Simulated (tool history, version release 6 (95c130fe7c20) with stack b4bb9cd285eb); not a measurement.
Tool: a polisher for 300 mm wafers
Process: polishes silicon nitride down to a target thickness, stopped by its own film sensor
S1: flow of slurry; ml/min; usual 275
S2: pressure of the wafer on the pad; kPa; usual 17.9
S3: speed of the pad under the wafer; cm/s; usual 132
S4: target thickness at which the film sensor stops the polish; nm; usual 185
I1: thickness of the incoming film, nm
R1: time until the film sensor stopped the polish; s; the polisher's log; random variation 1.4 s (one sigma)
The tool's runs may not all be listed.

run   hour   S1    S2   S3   S4     I1     R1
  1    0.0  275  17.9  132  205  414.0  114.5
      21.0  -- worn pad replaced by a new one
  2  100.1  275  17.9  132  205  406.8  112.0
  3  125.9  275  20.7  132  185  407.8  109.9
  4  143.6  275  20.7  132  185  410.1  113.0
  5  156.6  275  20.7  132  185  416.6  116.0
  6  185.7  275  17.9  132  185  413.7  126.5
  7  200.7  275  17.9  132  185  407.2  121.7
     210.6  -- head pressure recalibrated
     213.7  -- slurry nozzle cleaned
     214.7  -- worn pad replaced by a new one
  8  216.3  220  17.9   88  215  408.8  144.5
  9  233.8  275  23.4  158  185  415.3   91.4
 10  261.5  315  17.9  132  251  411.2   88.1
 11  276.8  275  17.9  132  185  405.1  120.3
 12  309.7  275  20.0  132  185  410.4  115.7
 13  335.9  275  17.9  168  185  417.9  109.1
 14  364.1  275  17.9  132  205  408.3  112.0

Forecast each of these 3 alternatives for the next run:
  A  364.6  275  17.9  132  185  415.1   ?
  B  364.6  275  17.9  160  149  415.1   ?
  C  364.6  275  17.9  144  185  415.1   ?

run     R1
  A  128.2
  B  129.7
  C  120.7
Without the tool's hidden state the same runs would have given:
run     R1
  A  128.2
  B  129.7
  C  120.7
